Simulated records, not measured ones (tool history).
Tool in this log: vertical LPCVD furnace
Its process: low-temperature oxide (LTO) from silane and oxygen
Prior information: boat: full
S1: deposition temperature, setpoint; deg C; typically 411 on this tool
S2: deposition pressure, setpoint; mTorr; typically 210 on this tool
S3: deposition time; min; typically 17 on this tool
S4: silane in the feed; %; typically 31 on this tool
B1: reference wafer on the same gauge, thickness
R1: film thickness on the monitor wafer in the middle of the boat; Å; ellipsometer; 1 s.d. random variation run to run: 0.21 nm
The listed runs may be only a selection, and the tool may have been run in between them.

run,hour,S1,S2,S3,S4,B1,R1
1,0.0,411,210,17,31,125.02,1391.4
2,6.9,411,210,17,31,124.99,1394.4
3,18.8,411,210,17,27,125.03,1141.2
4,30.9,411,210,17,27,125.00,1141.5
5,37.9,411,210,17,31,125.02,1397.2
6,45.0,411,210,17,31,124.96,1394.6
7,61.3,411,170,17,31,124.96,1128.0
8,79.0,411,210,17,31,125.01,1400.0
9,88.3,411,210,17,31,125.03,1395.2
# hour 120.0: silane flow controller replaced
10,120.5,411,210,17,31,124.94,1394.7
11,123.6,411,210,21,31,125.02,1724.3
# hour 155.9: thermocouples replaced and temperature profile calibrated
12,156.4,411,210,21,31,125.02,1653.0
13,159.5,411,210,12,26,124.98,730.3
14,162.6,403,210,17,29,125.08,1106.7
15,165.7,411,210,17,31,124.97,1335.9
# hour 187.0: gauge calibrated
# hour 218.8: pressure gauge zeroed
16,219.3,404,210,22,31,125.01,1600.5
17,224.7,411,210,17,31,125.02,1344.1

Predict the results of run 18:
18,239.2,411,210,17,26,?,?

B1: 124.97
R1: 1033.4 Å
On a tool with no hidden condition, and with the same random variation, this run would have come out at R1 1026.3 Å.

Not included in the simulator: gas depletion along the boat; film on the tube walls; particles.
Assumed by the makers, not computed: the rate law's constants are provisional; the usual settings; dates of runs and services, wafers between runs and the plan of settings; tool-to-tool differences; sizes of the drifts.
